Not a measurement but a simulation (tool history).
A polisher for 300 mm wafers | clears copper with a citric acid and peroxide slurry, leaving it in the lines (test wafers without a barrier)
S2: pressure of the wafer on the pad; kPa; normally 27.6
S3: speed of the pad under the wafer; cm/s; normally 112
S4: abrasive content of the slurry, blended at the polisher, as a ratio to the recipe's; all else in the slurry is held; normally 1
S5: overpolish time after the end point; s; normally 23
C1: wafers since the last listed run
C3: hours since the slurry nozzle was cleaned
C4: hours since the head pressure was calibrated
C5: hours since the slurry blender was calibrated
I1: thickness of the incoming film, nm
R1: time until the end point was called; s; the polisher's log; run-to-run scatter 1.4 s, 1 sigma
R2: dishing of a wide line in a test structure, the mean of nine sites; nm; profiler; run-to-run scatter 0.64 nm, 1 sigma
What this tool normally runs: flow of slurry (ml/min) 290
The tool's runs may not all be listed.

run 1 hour=0 | flow_of_slurry_(ml/min)=290 S2=27.6 S3=112 S4=1.1 S5=23 | C1=0 wafers_polished_on_this_pad=1197 C3=590.2 C4=973.5 C5=83.2 | I1=289.1 | R1=121.2 R2=34.5
-- hour=35 worn pad replaced by a new one
run 2 hour=56.1 | flow_of_slurry_(ml/min)=290 S2=27.6 S3=112 S4=1.1 S5=23 | C1=567 wafers_polished_on_this_pad=229 C3=646.3 C4=1029.6 C5=139.3 | I1=299.9 | R1=125.6 R2=34.9
run 3 hour=127.5 | flow_of_slurry_(ml/min)=290 S2=27.6 S3=112 S4=1 S5=23 | C1=777 wafers_polished_on_this_pad=1006 C3=717.7 C4=1101 C5=210.7 | I1=291.4 | R1=126.4 R2=32.8
-- hour=172.2 worn pad replaced by a new one
run 4 hour=177.4 | flow_of_slurry_(ml/min)=290 S2=27.6 S3=112 S4=1 S5=23 | C1=499 wafers_polished_on_this_pad=56 C3=767.6 C4=1150.9 C5=260.6 | I1=292.9 | R1=134.4 R2=32.7
-- hour=183.9 slurry blender recalibrated
run 5 hour=216.5 | flow_of_slurry_(ml/min)=290 S2=27.6 S3=112 S4=0.9 S5=23 | C1=403 wafers_polished_on_this_pad=460 C3=806.7 C4=1190 C5=32.6 | I1=296.2 | R1=129.4 R2=33.1
-- hour=274.9 slurry nozzle cleaned
run 6 hour=276.9 | flow_of_slurry_(ml/min)=290 S2=27.6 S3=112 S4=1 S5=23 | C1=646 wafers_polished_on_this_pad=1107 C3=2 C4=1250.4 C5=93 | I1=294.6 | R1=126.8 R2=34
-- hour=299.2 worn pad replaced by a new one
run 7 hour=301.4 | flow_of_slurry_(ml/min)=290 S2=27.6 S3=112 S4=1 S5=23 | C1=223 wafers_polished_on_this_pad=23 C3=26.5 C4=1274.9 C5=117.5 | I1=293.1 | R1=131.3 R2=33.3
run 8 hour=345.5 | flow_of_slurry_(ml/min)=390 S2=20.7 S3=112 S4=0.8 S5=30 | C1=480 wafers_polished_on_this_pad=503 C3=70.6 C4=1319 C5=161.6 | I1=296 | R1=180.8 R2=30
-- hour=370.7 head pressure recalibrated
run 9 hour=387.6 | flow_of_slurry_(ml/min)=290 S2=27.6 S3=150 S4=0.9 S5=23 | C1=436 wafers_polished_on_this_pad=940 C3=112.7 C4=16.9 C5=203.7 | I1=294.7 | R1=88.6 R2=44.5
-- hour=422.7 worn pad replaced by a new one
-- hour=445 slurry blender recalibrated
run 10 hour=445.4 | flow_of_slurry_(ml/min)=290 S2=27.6 S3=88 S4=1 S5=30 | C1=563 wafers_polished_on_this_pad=225 C3=170.5 C4=74.7 C5=0.4 | I1=301.1 | R1=138.8 R2=39.6
run 11 hour=515.7 | flow_of_slurry_(ml/min)=290 S2=27.6 S3=142 S4=1.15 S5=32 | C1=765 wafers_polished_on_this_pad=991 C3=240.8 C4=145 C5=70.7 | I1=293.5 | R1=85.8 R2=58
-- hour=552.9 worn pad replaced by a new one
run 12 hour=575.4 | flow_of_slurry_(ml/min)=290 S2=27.6 S3=112 S4=1 S5=23 | C1=606 wafers_polished_on_this_pad=245 C3=300.5 C4=204.7 C5=130.4 | I1=294.1 | R1=115.1 R2=36.4
run 13 hour=618.5 | flow_of_slurry_(ml/min)=235 S2=31 S3=112 S4=1 S5=23 | C1=469 wafers_polished_on_this_pad=714 C3=343.6 C4=247.8 C5=173.5 | I1=297.5 | R1=108.4 R2=39.7
run 14 hour=653 | flow_of_slurry_(ml/min)=290 S2=27.6 S3=112 S4=1 S5=23 | C1=375 wafers_polished_on_this_pad=1090 C3=378.1 C4=282.3 C5=208 | I1=295.9 | R1=119.8 R2=36.5

The logged runs with the hidden state left out (each run's random variation unchanged):
Unlogged tool condition in this case: removal rate lost through wear of the pad, %; slurry flow missing at the pad, %; deviation of the head's pressure from its setpoint, %; abrasive missing from the slurry, %.
run=1 R1=104.5 R2=39
run=2 R1=105.7 R2=40.2
run=3 R1=104.4 R2=38.4
run=4 R1=110.1 R2=38.6
run=5 R1=112.8 R2=37.1
run=6 R1=106.6 R2=39.2
run=7 R1=109.2 R2=38.8
run=8 R1=148.8 R2=35.3
run=9 R1=82.2 R2=47
run=10 R1=138.7 R2=39.6
run=11 R1=81.5 R2=59.9
run=12 R1=106.6 R2=38.7
run=13 R1=99.2 R2=42.6
run=14 R1=108.7 R2=39.4
